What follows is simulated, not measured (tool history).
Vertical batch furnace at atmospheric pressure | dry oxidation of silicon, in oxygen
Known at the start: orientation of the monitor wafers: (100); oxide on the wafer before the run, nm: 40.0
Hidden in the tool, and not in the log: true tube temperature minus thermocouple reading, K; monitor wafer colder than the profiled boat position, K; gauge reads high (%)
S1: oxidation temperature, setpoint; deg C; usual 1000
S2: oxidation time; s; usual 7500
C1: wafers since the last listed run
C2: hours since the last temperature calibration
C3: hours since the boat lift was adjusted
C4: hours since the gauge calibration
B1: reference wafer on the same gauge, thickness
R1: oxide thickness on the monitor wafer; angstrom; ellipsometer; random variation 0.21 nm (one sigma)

run   hour    S1     S2    C1      C2      C3      C4     B1      R1
  1    0.0  1000   7500     0  4038.2  3673.5   302.1  99.63   899.7
  2   31.3  1000   7500   285  4069.5  3704.8   333.4  99.45   897.7
  3   84.6  1007   7500   485  4122.8  3758.1   386.7  99.75   941.6
  4  139.1  1018   9420   496  4177.3  3812.6   441.2  99.57  1143.0
  5  199.1  1018   9420   546  4237.3  3872.6   501.2  99.75  1149.4
  6  262.9  1018   9420   581  4301.1  3936.4   565.0  99.59  1146.3
  7  387.9  1000   5400  1138  4426.1  4061.4   690.0  99.64   764.2
  8  412.3  1011   6090   222  4450.5  4085.8   714.4  99.60   867.4
  9  445.3  1011   7500   300  4483.5  4118.8   747.4  99.55   966.6
 10  488.4  1011   7500   392  4526.6  4161.9   790.5  99.62   965.1
 11  559.0  1000   6210   643  4597.2  4232.5   861.1  99.56   820.3
 12  602.4  1000   6210   395  4640.6  4275.9   904.5  99.60   822.0
 13  658.6  1000   6210   511  4696.8  4332.1   960.7  99.55   818.5
 14  696.4  1000   7500   344  4734.6  4369.9   998.5  99.62   897.3
 15  760.6  1000   7500   584  4798.8  4434.1  1062.7  99.67   897.3
 16  796.9  1000   9360   330  4835.1  4470.4  1099.0  99.58  1009.8
 17  824.0  1000   9360   246  4862.2  4497.5  1126.1  99.56  1003.5
 18  863.4   979  11100   358  4901.6  4536.9  1165.5  99.53   972.9
 19  919.7  1018   4470   512  4957.9  4593.2  1221.8  99.57   781.2
 20  944.4  1000   7500   224  4982.6  4617.9  1246.5  99.54   898.2

Run 21 comes next. What will it give?
 21  1015.2  981  4980  644  5053.4  4688.7  1317.3   ?   ?

Run 21 gave B1 99.53, R1 670.4 angstrom.
Without the tool's hidden state the same run would have given R1 680.8 angstrom.
